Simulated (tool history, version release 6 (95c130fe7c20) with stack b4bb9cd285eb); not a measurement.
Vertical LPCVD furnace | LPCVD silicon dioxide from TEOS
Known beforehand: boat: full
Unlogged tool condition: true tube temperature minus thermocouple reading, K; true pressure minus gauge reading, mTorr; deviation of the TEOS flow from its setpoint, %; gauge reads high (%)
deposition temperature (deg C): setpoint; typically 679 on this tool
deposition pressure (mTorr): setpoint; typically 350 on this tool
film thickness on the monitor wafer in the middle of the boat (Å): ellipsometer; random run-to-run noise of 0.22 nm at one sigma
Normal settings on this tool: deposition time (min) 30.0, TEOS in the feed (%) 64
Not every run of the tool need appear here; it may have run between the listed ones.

run   hour  deposition temperature (deg C)  deposition pressure (mTorr)  deposition time (min)  TEOS in the feed (%)  wafers since the last listed run  hours since the last temperature calibration  hours since the pressure gauge was zeroed  hours since the TEOS flow controller was replaced  hours since the gauge calibration  read-back reference wafer on the same gauge, thickness  film thickness on the monitor wafer in the middle of the boat (Å)
  1    0.0                             674                          350                   30.0                    64                                 0                                        3955.4                                       31.2                                             4752.9                             1030.8                                                  150.04                                                             1253.4
  2   24.6                             679                          405                   30.0                    64                               420                                        3980.0                                       55.8                                             4777.5                             1055.4                                                  150.02                                                             1521.5
  3   57.3                             679                          405                   30.0                    64                               559                                        4012.7                                       88.5                                             4810.2                             1088.1                                                  150.02                                                             1519.2
  4   82.3                             679                          350                   30.0                    57                               427                                        4037.7                                      113.5                                             4835.2                             1113.1                                                  150.03                                                             1335.0
  5  104.4                             679                          350                   30.0                    57                               378                                        4059.8                                      135.6                                             4857.3                             1135.2                                                  149.95                                                             1336.8
  6  181.0                             679                          350                   30.0                    57                              1310                                        4136.4                                      212.2                                             4933.9                             1211.8                                                  150.03                                                             1335.3
     188.3  -- gauge calibrated
  7  207.7                             679                          350                   30.0                    70                               456                                        4163.1                                      238.9                                             4960.6                               19.4                                                  150.06                                                             1480.4
     241.9  -- thermocouples replaced and temperature profile calibrated
  8  242.4                             679                          350                   30.0                    73                               183                                           0.5                                      273.6                                             4995.3                               54.1                                                  150.05                                                             1467.7
  9  247.4                             679                          435                   40.0                    54                                85                                           5.5                                      278.6                                             5000.3                               59.1                                                  150.01                                                             1880.3
 10  266.7                             683                          350                   30.0                    69                               330                                          24.8                                      297.9                                             5019.6                               78.4                                                  149.99                                                             1573.0
 11  282.5                             675                          300                   30.0                    64                               270                                          40.6                                      313.7                                             5035.4                               94.2                                                  149.95                                                             1152.7
 12  318.0                             679                          350                   30.0                    64                               607                                          76.1                                      349.2                                             5070.9                              129.7                                                  149.98                                                             1374.5
 13  349.1                             674                          435                   42.0                    68                               532                                         107.2                                      380.3                                             5102.0                              160.8                                                  150.02                                                             1951.9
 14  380.1                             679                          350                   30.0                    64                               530                                         138.2                                      411.3                                             5133.0                              191.8                                                  150.03                                                             1380.2
 15  404.3                             679                          300                   20.0                    72                               414                                         162.4                                      435.5                                             5157.2                              216.0                                                  150.04                                                              902.8
 16  433.8                             679                          350                   24.5                    64                               504                                         191.9                                      465.0                                             5186.7                              245.5                                                  149.99                                                             1125.3
     470.5  -- TEOS flow controller replaced
 17  471.0                             679                          410                   30.0                    64                               225                                         229.1                                      502.2                                                0.5                              282.7                                                  149.98                                                             1494.9
 18  477.4                             674                          300                   24.0                    73                               109                                         235.5                                      508.6                                                6.9                              289.1                                                  150.00                                                              967.6
 19  499.4                             679                          350                   41.5                    64                               376                                         257.5                                      530.6                                               28.9                              311.1                                                  150.03                                                             1911.8
 20  512.3                             679                          350                   30.0                    55                               220                                         270.4                                      543.5                                               41.8                              324.0                                                  150.00                                                             1281.8
 21  533.9                             679                          350                   30.0                    64                               369                                         292.0                                      565.1                                               63.4                              345.6                                                  149.98                                                             1383.7
 22  552.9                             679                          350                   30.0                    64                               325                                         311.0                                      584.1                                               82.4                              364.6                                                  149.98                                                             1378.4
 23  578.7                             679                          290                   23.5                    59                               441                                         336.8                                      609.9                                              108.2                              390.4                                                  150.04                                                              948.3
 24  594.7                             679                          435                   27.0                    64                               273                                         352.8                                      625.9                                              124.2                              406.4                                                  149.96                                                             1387.4
 25  615.8                             668                          350                   24.5                    64                               361                                         373.9                                      647.0                                              145.3                              427.5                                                  150.00                                                              861.1
 26  635.9                             679                          350                   25.0                    64                               343                                         394.0                                      667.1                                              165.4                              447.6                                                  149.98                                                             1151.6
 27  656.6                             671                          390                   30.0                    52                               354                                         414.7                                      687.8                                              186.1                              468.3                                                  149.99                                                             1084.1
 28  674.8                             679                          350                   30.0                    64                               311                                         432.9                                      706.0                                              204.3                              486.5                                                  150.02                                                             1388.1
 29  702.4                             674                          275                   26.5                    60                               472                                         460.5                                      733.6                                              231.9                              514.1                                                  150.02                                                              930.8
 30  721.9                             685                          350                   30.0                    64                               333                                         480.0                                      753.1                                              251.4                              533.6                                                  150.01                                                             1601.4
 31  735.5                             679                          350                   25.0                    53                               232                                         493.6                                      766.7                                              265.0                              547.2                                                  149.99                                                             1052.5

For each entry between runs, how does the tool's hidden state at the last listed run before it compare with that at the first listed run after it?
Logged between run 6 and run 7: gauge calibrated (hour 188.3)
  true pressure minus gauge reading, mTorr: 2.14 -> 2.12
  difference, measured minus the result without the unlogged condition, film thickness on the monitor wafer in the middle of the boat (Å): +44.1 -> +49.0
Logged between run 7 and run 8: thermocouples replaced and temperature profile calibrated (hour 241.9)
  true tube temperature minus thermocouple reading, K: 1.26 -> 0.0786; true pressure minus gauge reading, mTorr: 2.12 -> 2.1
  difference, measured minus the result without the unlogged condition, film thickness on the monitor wafer in the middle of the boat (Å): +49.0 -> +7.2
Logged between run 16 and run 17: TEOS flow controller replaced (hour 470.5)
  true tube temperature minus thermocouple reading, K: 0.245 -> 0.274; true pressure minus gauge reading, mTorr: 1.93 -> 1.89
  difference, measured minus the result without the unlogged condition, film thickness on the monitor wafer in the middle of the boat (Å): +9.7 -> +13.3
